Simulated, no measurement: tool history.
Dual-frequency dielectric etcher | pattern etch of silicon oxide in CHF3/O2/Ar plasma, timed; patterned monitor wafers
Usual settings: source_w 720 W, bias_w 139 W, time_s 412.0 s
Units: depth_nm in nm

run    hour  source_w  bias_w  time_s  wafers since the last listed run  hours since the last wet clean  hours since the last source power generator calibration  hours since the last bias power generator calibration  hours since the last upper electrode change  hours since the gauge calibration  read-back reference wafer on the same gauge, depth_nm  depth_nm
  1     0.0       720     139   377.5                                 0                           306.8                                                   2129.0                                                 2561.6                                       3619.9                               18.1                                                  936.0     741.5
  2   100.3       720     139   377.5                               473                           407.1                                                   2229.3                                                 2661.9                                       3720.2                              118.4                                                  937.3     742.2
  3   137.1       720     139   412.0                               173                           443.9                                                   2266.1                                                 2698.7                                       3757.0                              155.2                                                  936.4     813.6
      179.9  -- wet clean of the chamber
  4   254.8       720     139   412.0                               442                            74.9                                                   2383.8                                                 2816.4                                       3874.7                              272.9                                                  935.9     797.1
  5   295.9       720     139   412.0                               194                           116.0                                                   2424.9                                                 2857.5                                       3915.8                              314.0                                                  935.0     803.0
  6   389.9       720     139   509.5                               443                           210.0                                                   2518.9                                                 2951.5                                       4009.8                              408.0                                                  937.1     994.7
  7   488.7       720     139   509.5                               466                           308.8                                                   2617.7                                                 3050.3                                       4108.6                              506.8                                                  936.7    1008.1
  8   594.1       720     139   509.5                               497                           414.2                                                   2723.1                                                 3155.7                                       4214.0                              612.2                                                  936.6    1010.2
      619.2  -- wet clean of the chamber
  9   638.8       720     139   412.0                                97                            19.6                                                   2767.8                                                 3200.4                                       4258.7                              656.9                                                  935.3     792.8
 10   698.2       720     139   412.0                               280                            79.0                                                   2827.2                                                 3259.8                                       4318.1                              716.3                                                  936.0     787.8
 11   780.7       650     139   450.0                               389                           161.5                                                   2909.7                                                 3342.3                                       4400.6                              798.8                                                  936.8     845.9
      817.7  -- gauge calibrated
 12   845.1       660     139   526.5                               304                           225.9                                                   2974.1                                                 3406.7                                       4465.0                               27.4                                                  937.0     998.7
 13   900.1       860     126   517.5                               259                           280.9                                                   3029.1                                                 3461.7                                       4520.0                               82.4                                                  934.7    1045.7
      918.9  -- bias power generator calibrated
 14   999.3       720     139   504.0                               449                           380.1                                                   3128.3                                                   80.4                                       4619.2                              181.6                                                  936.4     989.9
     1043.2  -- upper electrode replaced
 15  1102.3       720     121   369.0                               373                           483.1                                                   3231.3                                                  183.4                                         59.1                              284.6                                                  935.0     702.6
     1162.7  -- wet clean of the chamber
 16  1197.0       820     139   359.5                               333                            34.3                                                   3326.0                                                  278.1                                        153.8                              379.3                                                  936.4     718.2
     1214.9  -- source power generator calibrated
 17  1279.8       640     169   494.5                               372                           117.1                                                     64.9                                                  360.9                                        236.6                              462.1                                                  935.7     979.6
 18  1531.9       720     139   412.0                              1190                           369.2                                                    317.0                                                  613.0                                        488.7                              714.2                                                  936.1     812.4
 19  1639.5       720     139   412.0                               508                           476.8                                                    424.6                                                  720.6                                        596.3                              821.8                                                  936.3     823.0
     1683.2  -- wet clean of the chamber
 20  1717.4       720     139   412.0                               254                            34.2                                                    502.5                                                  798.5                                        674.2                              899.7                                                  936.2     795.6
 21  1821.4       720     104   412.0                               491                           138.2                                                    606.5                                                  902.5                                        778.2                             1003.7                                                  936.2     733.6

5 ways to go on from here, each from the tool as it stands after run 21. What would each give?
  A  1821.9       720     139   412.0                                 2                           138.7                                                    607.0                                                  903.0                                        778.7                             1004.2                                                      ?         ?
  B  1821.9       720     128   412.0                                 2                           138.7                                                    607.0                                                  903.0                                        778.7                             1004.2                                                      ?         ?
  C  1821.9       620     139   412.0                                 2                           138.7                                                    607.0                                                  903.0                                        778.7                             1004.2                                                      ?         ?
  D  1821.9       640     158   511.5                                 2                           138.7                                                    607.0                                                  903.0                                        778.7                             1004.2                                                      ?         ?
  E  1821.9       660     114   308.5                                 2                           138.7                                                    607.0                                                  903.0                                        778.7                             1004.2                                                      ?         ?

run  read-back reference wafer on the same gauge, depth_nm  depth_nm
  A                                                  935.1     801.9
  B                                                  935.1     782.1
  C                                                  935.1     763.6
  D                                                  935.1     997.2
  E                                                  935.1     549.7
Without the tool's hidden state the same runs would have given:
run  depth_nm
  A     791.1
  B     771.5
  C     753.3
  D     983.7
  E     542.3
